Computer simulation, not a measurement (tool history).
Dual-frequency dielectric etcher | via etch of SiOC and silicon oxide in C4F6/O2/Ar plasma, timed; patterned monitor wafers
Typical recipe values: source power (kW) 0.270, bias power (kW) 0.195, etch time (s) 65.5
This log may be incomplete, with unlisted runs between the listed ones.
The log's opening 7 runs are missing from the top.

| run | day | source power (kW) | bias power (kW) | etch time (s) | wafers since the last listed run | hours since the last wet clean | hours since the last source power generator calibration | hours since the last bias power generator calibration | hours since the last upper electrode change | hours since the gauge calibration | read-back reference wafer on the same gauge, depth_nm | mean etch depth across the wafer (nm) |
|---|---|---|---|---|---|---|---|---|---|---|---|---|
| 8 | 3.962 | 0.270 | 0.195 | 65.5 | 62 | 455.3 | 2146.4 | 3717.3 | 3852.9 | 97.1 | 59.9 | 66.0 |
| 9 | 4.508 | 0.270 | 0.195 | 65.5 | 93 | 468.4 | 2159.5 | 3730.4 | 3866.0 | 110.2 | 59.9 | 66.1 |
| 10 | 5.175 | 0.270 | 0.226 | 65.5 | 114 | 484.4 | 2175.5 | 3746.4 | 3882.0 | 126.2 | 59.9 | 69.4 |
|  | 6.758 | source power generator calibrated |
| 11 | 7.154 | 0.270 | 0.166 | 65.5 | 310 | 531.9 | 9.5 | 3793.9 | 3929.5 | 173.7 | 59.9 | 62.8 |
| 12 | 7.483 | 0.210 | 0.195 | 72.0 | 56 | 539.8 | 17.4 | 3801.8 | 3937.4 | 181.6 | 59.9 | 68.4 |
| 13 | 7.979 | 0.270 | 0.195 | 49.5 | 84 | 551.7 | 29.3 | 3813.7 | 3949.3 | 193.5 | 59.9 | 50.0 |
| 14 | 8.492 | 0.270 | 0.195 | 65.5 | 87 | 564.0 | 41.6 | 3826.0 | 3961.6 | 205.8 | 59.9 | 66.2 |
| 15 | 9.125 | 0.230 | 0.195 | 70.5 | 108 | 579.2 | 56.8 | 3841.2 | 3976.8 | 221.0 | 59.9 | 68.4 |
|  | 10.558 | upper electrode replaced |
|  | 11.083 | bias power generator calibrated |
|  | 11.321 | gauge calibrated |
|  | 11.367 | wet clean of the chamber |
| 16 | 11.388 | 0.270 | 0.195 | 49.5 | 139 | 0.5 | 111.1 | 7.3 | 19.9 | 1.6 | 59.9 | 49.6 |
| 17 | 11.400 | 0.270 | 0.218 | 55.5 | 2 | 0.8 | 111.4 | 7.6 | 20.2 | 1.9 | 59.9 | 57.6 |
| 18 | 11.412 | 0.270 | 0.195 | 55.5 | 2 | 1.1 | 111.7 | 7.9 | 20.5 | 2.2 | 59.9 | 55.5 |
| 19 | 11.429 | 0.230 | 0.154 | 65.5 | 2 | 1.5 | 112.1 | 8.3 | 20.9 | 2.6 | 59.9 | 58.7 |
| 20 | 11.779 | 0.270 | 0.195 | 65.5 | 59 | 9.9 | 120.5 | 16.7 | 29.3 | 11.0 | 59.9 | 65.6 |
| 21 | 12.233 | 0.320 | 0.195 | 81.0 | 77 | 20.8 | 131.4 | 27.6 | 40.2 | 21.9 | 59.9 | 84.7 |
| 22 | 12.483 | 0.270 | 0.213 | 65.5 | 42 | 26.8 | 137.4 | 33.6 | 46.2 | 27.9 | 59.9 | 67.6 |
| 23 | 12.912 | 0.270 | 0.195 | 71.0 | 73 | 37.1 | 147.7 | 43.9 | 56.5 | 38.2 | 59.9 | 71.2 |
| 24 | 13.525 | 0.220 | 0.212 | 84.0 | 104 | 51.8 | 162.4 | 58.6 | 71.2 | 52.9 | 59.9 | 82.2 |
| 25 | 14.046 | 0.250 | 0.158 | 76.0 | 89 | 64.3 | 174.9 | 71.1 | 83.7 | 65.4 | 59.9 | 70.2 |
| 26 | 14.329 | 0.270 | 0.148 | 65.5 | 48 | 71.1 | 181.7 | 77.9 | 90.5 | 72.2 | 59.9 | 60.4 |
| 27 | 15.062 | 0.270 | 0.195 | 65.5 | 125 | 88.7 | 199.3 | 95.5 | 108.1 | 89.8 | 59.9 | 65.9 |
| 28 | 15.383 | 0.270 | 0.195 | 65.5 | 54 | 96.4 | 207.0 | 103.2 | 115.8 | 97.5 | 59.9 | 65.6 |
| 29 | 15.862 | 0.270 | 0.166 | 70.5 | 81 | 107.9 | 218.5 | 114.7 | 127.3 | 109.0 | 59.9 | 67.3 |
| 30 | 16.492 | 0.270 | 0.195 | 53.0 | 107 | 123.0 | 233.6 | 129.8 | 142.4 | 124.1 | 59.9 | 53.3 |

4 options for the next run, each taken on its own from the tool as it stands now. Forecast them:
| A | 16.508 | 0.270 | 0.195 | 73.5 | 2 | 123.4 | 234.0 | 130.2 | 142.8 | 124.5 | ? | ? |
| B | 16.508 | 0.270 | 0.208 | 80.0 | 2 | 123.4 | 234.0 | 130.2 | 142.8 | 124.5 | ? | ? |
| C | 16.508 | 0.270 | 0.195 | 47.0 | 2 | 123.4 | 234.0 | 130.2 | 142.8 | 124.5 | ? | ? |
| D | 16.508 | 0.230 | 0.218 | 49.5 | 2 | 123.4 | 234.0 | 130.2 | 142.8 | 124.5 | ? | ? |

| run | read-back reference wafer on the same gauge, depth_nm | mean etch depth across the wafer (nm) |
|---|---|---|
| A | 59.9 | 73.7 |
| B | 59.9 | 81.9 |
| C | 59.9 | 47.1 |
| D | 59.9 | 49.5 |
Without the tool's unlogged condition, the same runs would have read:
| run | mean etch depth across the wafer (nm) |
|---|---|
| A | 73.5 |
| B | 81.7 |
| C | 47.0 |
| D | 49.4 |
